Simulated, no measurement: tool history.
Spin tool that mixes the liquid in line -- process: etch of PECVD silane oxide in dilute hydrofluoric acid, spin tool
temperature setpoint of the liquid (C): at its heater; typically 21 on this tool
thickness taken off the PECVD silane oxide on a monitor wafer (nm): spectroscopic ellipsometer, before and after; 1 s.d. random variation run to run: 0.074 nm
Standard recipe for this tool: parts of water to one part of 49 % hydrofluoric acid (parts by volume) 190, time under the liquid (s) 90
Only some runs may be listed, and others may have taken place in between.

| run | hour | temperature setpoint of the liquid (C) | parts of water to one part of 49 % hydrofluoric acid (parts by volume) | time under the liquid (s) | wafers since the last listed run | hours since the thermometer was replaced | hours since the hydrofluoric acid flow meter was replaced | hours since the gauge calibration | read-back film thickness of the PECVD silane oxide reference wafer, read on the same gauge (nm) | thickness taken off the PECVD silane oxide on a monitor wafer (nm) |
|---|---|---|---|---|---|---|---|---|---|---|
| 1 | 0 | 21 | 190 | 90 | 0 | 503 | 325.6 | 1145.9 | 69.97 | 14.31 |
| 2 | 50.4 | 21 | 190 | 90 | 603 | 553.4 | 376 | 1196.3 | 70.02 | 14.16 |
| 3 | 153.3 | 21 | 190 | 90 | 1231 | 656.3 | 478.9 | 1299.2 | 70.01 | 14.16 |
|  | 193.9 | thermometer replaced |
| 4 | 258.4 | 21 | 170 | 90 | 1245 | 64.5 | 584 | 1404.3 | 70.03 | 16.62 |
| 5 | 312.4 | 21 | 170 | 90 | 646 | 118.5 | 638 | 1458.3 | 70.01 | 16.76 |
| 6 | 375.4 | 21 | 170 | 90 | 753 | 181.5 | 701 | 1521.3 | 70.01 | 16.6 |
| 7 | 464.3 | 21 | 190 | 90 | 1063 | 270.4 | 789.9 | 1610.2 | 69.99 | 14.49 |
| 8 | 625.1 | 21 | 190 | 90 | 1924 | 431.2 | 950.7 | 1771 | 69.99 | 14.44 |
|  | 626.2 | hydrofluoric acid flow meter replaced |
| 9 | 723.2 | 21 | 190 | 90 | 1162 | 529.3 | 97 | 1869.1 | 70.01 | 14.24 |
| 10 | 797 | 21 | 190 | 70 | 883 | 603.1 | 170.8 | 1942.9 | 70.02 | 11.1 |
|  | 851 | thermometer replaced |
| 11 | 902 | 21 | 165 | 90 | 1244 | 51 | 275.8 | 2047.9 | 70.02 | 17.36 |
| 12 | 950.1 | 23 | 190 | 50 | 575 | 99.1 | 323.9 | 2096 | 70 | 8.71 |
| 13 | 1015.9 | 23 | 190 | 50 | 787 | 164.9 | 389.7 | 2161.8 | 70.02 | 8.64 |
| 14 | 1112.4 | 18.5 | 155 | 130 | 1154 | 261.4 | 486.2 | 2258.3 | 70 | 23.92 |
| 15 | 1219.9 | 21 | 190 | 90 | 1286 | 368.9 | 593.7 | 2365.8 | 69.98 | 14.42 |
|  | 1261.7 | gauge calibrated |
| 16 | 1323.1 | 21 | 190 | 60 | 1235 | 472.1 | 696.9 | 61.4 | 69.98 | 9.53 |
| 17 | 1391.6 | 25 | 190 | 110 | 819 | 540.6 | 765.4 | 129.9 | 70 | 20.44 |
| 18 | 1460.4 | 21 | 130 | 90 | 823 | 609.4 | 834.2 | 198.7 | 70 | 22.05 |
|  | 1515.6 | hydrofluoric acid flow meter replaced |
| 19 | 1552.1 | 21 | 190 | 90 | 1085 | 701.1 | 36.5 | 290.4 | 70.02 | 14.02 |
| 20 | 1590.6 | 21 | 190 | 90 | 460 | 739.6 | 75 | 328.9 | 70 | 14.19 |
|  | 1649.9 | thermometer replaced |
| 21 | 1663.6 | 25 | 190 | 135 | 861 | 13.7 | 148 | 401.9 | 70 | 25.49 |
| 22 | 1767 | 25 | 165 | 125 | 1237 | 117.1 | 251.4 | 505.3 | 70 | 27.58 |
| 23 | 1859 | 17 | 100 | 70 | 1101 | 209.1 | 343.4 | 597.3 | 70 | 20.23 |
| 24 | 1935.4 | 25 | 165 | 125 | 914 | 285.5 | 419.8 | 673.7 | 69.98 | 27.75 |
| 25 | 2002.7 | 21 | 240 | 90 | 805 | 352.8 | 487.1 | 741 | 70 | 10.89 |
| 26 | 2106.2 | 21 | 225 | 90 | 1238 | 456.3 | 590.6 | 844.5 | 70.01 | 11.74 |
| 27 | 2168.9 | 25.5 | 275 | 75 | 750 | 519 | 653.3 | 907.2 | 69.97 | 8.95 |

Predict each of these 3 candidate next runs independently; none follows another, all start after run 27:
| A | 2169.3 | 18.5 | 190 | 90 | 4 | 519.4 | 653.7 | 907.6 | ? | ? |
| B | 2169.3 | 21 | 220 | 90 | 4 | 519.4 | 653.7 | 907.6 | ? | ? |
| C | 2169.3 | 18 | 130 | 110 | 4 | 519.4 | 653.7 | 907.6 | ? | ? |

| run | read-back film thickness of the PECVD silane oxide reference wafer, read on the same gauge (nm) | thickness taken off the PECVD silane oxide on a monitor wafer (nm) |
|---|---|---|
| A | 69.99 | 12.9 |
| B | 69.99 | 11.93 |
| C | 69.99 | 23.93 |
Stripped of hidden state, with their random variation kept, the same runs would have yielded:
| run | thickness taken off the PECVD silane oxide on a monitor wafer (nm) |
|---|---|
| A | 13.3 |
| B | 12.29 |
| C | 24.71 |

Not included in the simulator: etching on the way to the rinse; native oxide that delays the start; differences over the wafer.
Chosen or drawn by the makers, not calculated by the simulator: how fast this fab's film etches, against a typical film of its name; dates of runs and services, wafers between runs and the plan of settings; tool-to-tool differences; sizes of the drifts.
